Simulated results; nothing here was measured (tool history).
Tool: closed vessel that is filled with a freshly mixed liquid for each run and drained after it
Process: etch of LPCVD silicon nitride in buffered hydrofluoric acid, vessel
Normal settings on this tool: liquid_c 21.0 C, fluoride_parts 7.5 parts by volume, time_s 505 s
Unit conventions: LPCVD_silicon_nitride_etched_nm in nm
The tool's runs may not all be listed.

run   hour  liquid_c  fluoride_parts  time_s  wafers since the last listed run  hours since the thermometer was replaced  hours since the hydrofluoric acid flow meter was replaced  hours since the gauge calibration  read-back film thickness of the LPCVD silicon nitride reference wafer, read on the same gauge (nm)  LPCVD_silicon_nitride_etched_nm
  1    0.0      21.0             7.5     505                                 0                                    1420.6                                                     1067.6                              127.1                                                                                              109.99                             6.41
  2   43.2      21.0             7.5     505                              3766                                    1463.8                                                     1110.8                              170.3                                                                                              110.01                             6.42
  3  110.5      21.0             7.5     505                              5868                                    1531.1                                                     1178.1                              237.6                                                                                              110.03                             6.40
  4  169.1      22.5             7.5     505                              5109                                    1589.7                                                     1236.7                              296.2                                                                                              109.99                             6.91
  5  228.2      22.5             7.5     505                              5153                                    1648.8                                                     1295.8                              355.3                                                                                              110.00                             6.95
  6  297.7      22.5             7.5     505                              6060                                    1718.3                                                     1365.3                              424.8                                                                                              110.02                             6.87
  7  344.1      21.0             6.0     505                              4045                                    1764.7                                                     1411.7                              471.2                                                                                              109.97                             7.73
  8  381.9      17.0             6.0     585                              3295                                    1802.5                                                     1449.5                              509.0                                                                                              110.03                             7.14
     427.2  -- thermometer replaced
  9  435.3      17.5             5.0     380                              4569                                       8.1                                                     1502.9                              562.4                                                                                              110.01                             6.36
 10  505.1      21.0             7.5     505                              6086                                      77.9                                                     1572.7                              632.2                                                                                              110.02                             7.13
 11  534.8      21.0             6.0     505                              2589                                     107.6                                                     1602.4                              661.9                                                                                              110.03                             8.79
     545.9  -- hydrofluoric acid flow meter replaced
     560.3  -- gauge calibrated
 12  567.8      21.0             7.5     505                              2790                                     140.6                                                       21.9                                7.5                                                                                              110.04                             7.05
 13  626.9      21.0            10.0     745                              5153                                     199.7                                                       81.0                               66.6                                                                                              110.00                             7.95
 14  661.2      19.5             7.5     505                              2990                                     234.0                                                      115.3                              100.9                                                                                              109.98                             6.41
 15  715.5      25.5             7.5     505                              4734                                     288.3                                                      169.6                              155.2                                                                                              110.02                             8.95

Pick out some run-to-run changes in LPCVD_silicon_nitride_etched_nm. Of each, how much would a tool without hidden state show as well, from the settings, what came in and chance, and how much is left for the hidden state and any gauge scatter not in both results compared?
Hidden state at play: liquid colder than its thermometer reads (K); hydrofluoric acid flow above the setpoint (%); gauge reads high (%).
Run 8 -> 9: liquid_c 17.0 -> 17.5, fluoride_parts 6.0 -> 5.0, time_s 585 -> 380, thermometer replaced. LPCVD_silicon_nitride_etched_nm -0.78 nm: hidden state +1.07, all else -1.85.
Run 14 -> 15: liquid_c 19.5 -> 25.5. LPCVD_silicon_nitride_etched_nm +2.54 nm: hidden state -0.10, all else +2.64.

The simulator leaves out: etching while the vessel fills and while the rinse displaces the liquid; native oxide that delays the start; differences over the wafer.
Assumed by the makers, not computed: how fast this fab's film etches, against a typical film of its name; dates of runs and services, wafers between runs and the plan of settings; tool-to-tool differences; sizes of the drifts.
